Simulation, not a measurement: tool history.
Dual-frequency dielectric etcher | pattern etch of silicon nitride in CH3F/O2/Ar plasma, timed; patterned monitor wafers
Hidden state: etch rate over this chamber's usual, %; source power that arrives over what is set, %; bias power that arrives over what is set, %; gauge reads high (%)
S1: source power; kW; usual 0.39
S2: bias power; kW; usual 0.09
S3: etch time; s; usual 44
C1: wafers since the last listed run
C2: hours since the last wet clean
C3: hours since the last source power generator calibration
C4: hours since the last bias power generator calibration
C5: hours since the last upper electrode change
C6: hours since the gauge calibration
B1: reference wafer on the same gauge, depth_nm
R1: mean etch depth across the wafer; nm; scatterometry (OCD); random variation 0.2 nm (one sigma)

run    hour    S1     S2    S3    C1     C2      C3      C4      C5      C6     B1     R1
  1       0  0.39   0.09  50.5     0   99.2  1930.9  2555.1    4150  1026.3  36.47  36.43
  2      86  0.39   0.09    44   779  185.2  2016.9  2641.1    4236  1112.3  36.54  31.47
  3   170.2  0.39   0.09    51   763  269.4  2101.1  2725.3  4320.2  1196.5  36.51  35.85
      323.6  -- wet clean of the chamber
  4   324.1  0.39   0.09    51  1177    0.5    2255  2879.2  4474.1  1350.4  36.45  37.35
  5   406.9  0.39   0.09    53   750   83.3  2337.8    2962  4556.9  1433.2  36.49  38.52
  6   445.2  0.39   0.09    53   347  121.6  2376.1  3000.3  4595.2  1471.5  36.48  38.85
      510.5  -- gauge calibrated
  7   529.7  0.39   0.09    44   766  206.1  2460.6  3084.8  4679.7    19.2   36.5  31.71
  8   635.6  0.39   0.09    44   960    312  2566.5  3190.7  4785.6   125.1  36.48  31.35
  9   701.9  0.39   0.09    44   601  378.3  2632.8    3257  4851.9   191.4  36.47  30.89
 10   772.3  0.39   0.09    44   638  448.7  2703.2  3327.4  4922.3   261.8  36.53   30.6
        861  -- wet clean of the chamber
 11   861.5  0.39   0.09    44   591    0.5  2792.4  3416.6  5011.5     351   36.5  32.38
 12   954.6  0.39   0.09    44   844   93.6  2885.5  3509.7  5104.6   444.1  36.52  32.64
 13  1010.6  0.39  0.083  50.5   507  149.6  2941.5  3565.7  5160.6   500.1  36.47  35.59
 14  1064.9  0.47  0.099  36.5   492  203.9  2995.8    3620  5214.9   554.4  36.52  29.18
 15    1131  0.39  0.078    44   599    270  3061.9  3686.1    5281   620.5  36.46     30
 16  1200.6  0.39   0.09  31.5   631  339.6  3131.5  3755.7  5350.6   690.1  36.49  22.34
 17  1267.6  0.39   0.09    56   607  406.6  3198.5  3822.7  5417.6   757.1  36.46  39.86
 18  1306.4  0.39   0.09    44   351  445.4  3237.3  3861.5  5456.4   795.9  36.52  31.22
     1364.1  -- wet clean of the chamber
     1393.6  -- upper electrode replaced
 19  1394.1  0.43   0.09    44   359     30    3325  3949.2     0.5   883.6  36.51  33.62
     1414.6  -- source power generator calibrated
 20  1468.6  0.39   0.09    44   639  104.5      54  4023.7      75   958.1  36.54  32.45
       1546  -- bias power generator calibrated
 21  1560.6  0.39   0.09    44   797  196.5     146    14.6     167  1050.1  36.52   31.8
 22  1625.6  0.46  0.103  55.5   589  261.5     211    79.6     232  1115.1   36.5  44.56
 23    1691  0.39   0.09    55   592  326.9   276.4     145   297.4  1180.5  36.49  39.13
 24  1781.2  0.39   0.09    44   817  417.1   366.6   235.2   387.6  1270.7   36.5  30.75
     1827.9  -- wet clean of the chamber
 25  1851.5  0.43  0.078  56.5   419   23.6   436.9   305.5   457.9    1341  36.48  40.31
 26  1953.6  0.33   0.09    44   925  125.7     539   407.6     560  1443.1  36.44  29.67
 27  2028.5  0.48   0.09    44   679  200.6   613.9   482.5   634.9    1518   36.5  33.92
     2131.7  -- gauge calibrated
 28  2132.2  0.43  0.104  31.5   940  304.3   717.6   586.2   738.6     0.5   36.5  24.36
 29  2223.7  0.39   0.09    44   829  395.8   809.1   677.7   830.1      92  36.55   30.7

The tool's hidden state at each run:
source power that arrives over what is set, %: 0 in every run
bias power that arrives over what is set, %: 0 in every run
gauge reads high (%): 0 in every run
H1: etch rate over this chamber's usual, %
run       H1
  1     -1.3
  2    -2.22
  3    -3.13
  4  -0.0329
  5   -0.922
  6    -1.33
  7    -2.24
  8    -3.38
  9    -4.09
 10    -4.85
 11     1.02
 12   0.0189
 13   -0.583
 14    -1.17
 15    -1.88
 16    -2.62
 17    -3.34
 18    -3.76
 19   0.0522
 20   -0.748
 21    -1.74
 22    -2.43
 23    -3.14
 24    -4.11
 25   -0.252
 26    -1.35
 27    -2.15
 28    -3.27
 29    -4.25

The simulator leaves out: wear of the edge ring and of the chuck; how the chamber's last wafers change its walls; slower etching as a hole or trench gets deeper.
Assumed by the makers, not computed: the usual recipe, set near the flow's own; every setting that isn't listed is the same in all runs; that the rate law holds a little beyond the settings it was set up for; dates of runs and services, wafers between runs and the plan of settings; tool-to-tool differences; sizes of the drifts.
